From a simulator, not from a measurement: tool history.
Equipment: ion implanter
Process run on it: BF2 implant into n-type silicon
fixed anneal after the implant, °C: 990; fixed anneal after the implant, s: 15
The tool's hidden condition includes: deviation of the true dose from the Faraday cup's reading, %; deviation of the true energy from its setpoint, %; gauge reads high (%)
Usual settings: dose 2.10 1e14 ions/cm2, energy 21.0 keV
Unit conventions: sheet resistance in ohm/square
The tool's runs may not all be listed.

run	hour	dose	energy	wafers since the last listed run	hours since the last dose calibration	hours since the extraction supply was calibrated	hours since the gauge calibration	read-back reference wafer on the same gauge, sheet resistance	sheet resistance
1	0.0	2.44	21.0	0	1345.4	1889.7	199.3	466.19	470.36
2	62.2	2.44	21.0	889	1407.6	1951.9	261.5	467.43	473.79
3	99.0	1.94	21.0	526	1444.4	1988.7	298.3	468.30	577.52
4	167.6	1.94	21.0	981	1513.0	2057.3	366.9	468.54	576.76
5	202.3	2.10	21.0	496	1547.7	2092.0	401.6	468.90	536.25
6	245.0	2.10	21.0	610	1590.4	2134.7	444.3	469.32	539.53
7	277.7	2.10	21.0	467	1623.1	2167.4	477.0	468.67	536.60
8	306.3	2.10	21.0	409	1651.7	2196.0	505.6	468.81	539.64
# hour 334.2: gauge calibrated
9	364.9	2.10	21.0	838	1710.3	2254.6	30.7	459.39	529.38
10	398.4	2.56	17.0	479	1743.8	2288.1	64.2	461.49	457.39
11	425.0	2.10	19.0	380	1770.4	2314.7	90.8	462.04	538.27
12	468.9	2.10	19.0	627	1814.3	2358.6	134.7	464.01	535.18
13	518.3	1.69	27.5	706	1863.7	2408.0	184.1	465.06	624.24
# hour 549.1: Faraday cup replaced and dose calibrated
14	549.6	2.10	21.0	333	0.5	2439.3	215.4	465.25	537.90
15	571.4	2.10	21.0	311	22.3	2461.1	237.2	465.79	533.83
# hour 596.0: extraction supply calibrated
16	617.4	1.82	18.5	543	68.3	21.4	283.2	466.81	611.87
17	669.8	2.10	16.5	749	120.7	73.8	335.6	466.60	551.26
18	730.3	1.85	21.0	865	181.2	134.3	396.1	467.53	597.23
19	802.0	2.10	21.0	1025	252.9	206.0	467.8	467.43	537.75
20	836.5	1.51	23.0	493	287.4	240.5	502.3	468.08	708.63
# hour 841.7: gauge calibrated
21	872.8	2.31	19.0	519	323.7	276.8	31.1	461.50	493.53
22	932.1	1.51	25.5	848	383.0	336.1	90.4	463.99	693.42
23	971.7	1.87	28.0	566	422.6	375.7	130.0	465.11	574.64
24	1015.5	1.82	17.5	626	466.4	419.5	173.8	466.32	620.80

Predict each of these 4 candidate next runs independently; none follows another, all start after run 24:
A	1015.9	2.10	21.0	5	466.8	419.9	174.2	?	?
B	1015.9	2.40	25.5	5	466.8	419.9	174.2	?	?
C	1015.9	1.90	15.0	5	466.8	419.9	174.2	?	?
D	1015.9	1.51	15.0	5	466.8	419.9	174.2	?	?

run	read-back reference wafer on the same gauge, sheet resistance	sheet resistance
A	466.38	534.01
B	466.38	470.30
C	466.38	604.98
D	466.38	741.85
Without the tool's unlogged condition, the same runs would have read:
run	sheet resistance
A	525.52
B	462.83
C	595.37
D	730.06

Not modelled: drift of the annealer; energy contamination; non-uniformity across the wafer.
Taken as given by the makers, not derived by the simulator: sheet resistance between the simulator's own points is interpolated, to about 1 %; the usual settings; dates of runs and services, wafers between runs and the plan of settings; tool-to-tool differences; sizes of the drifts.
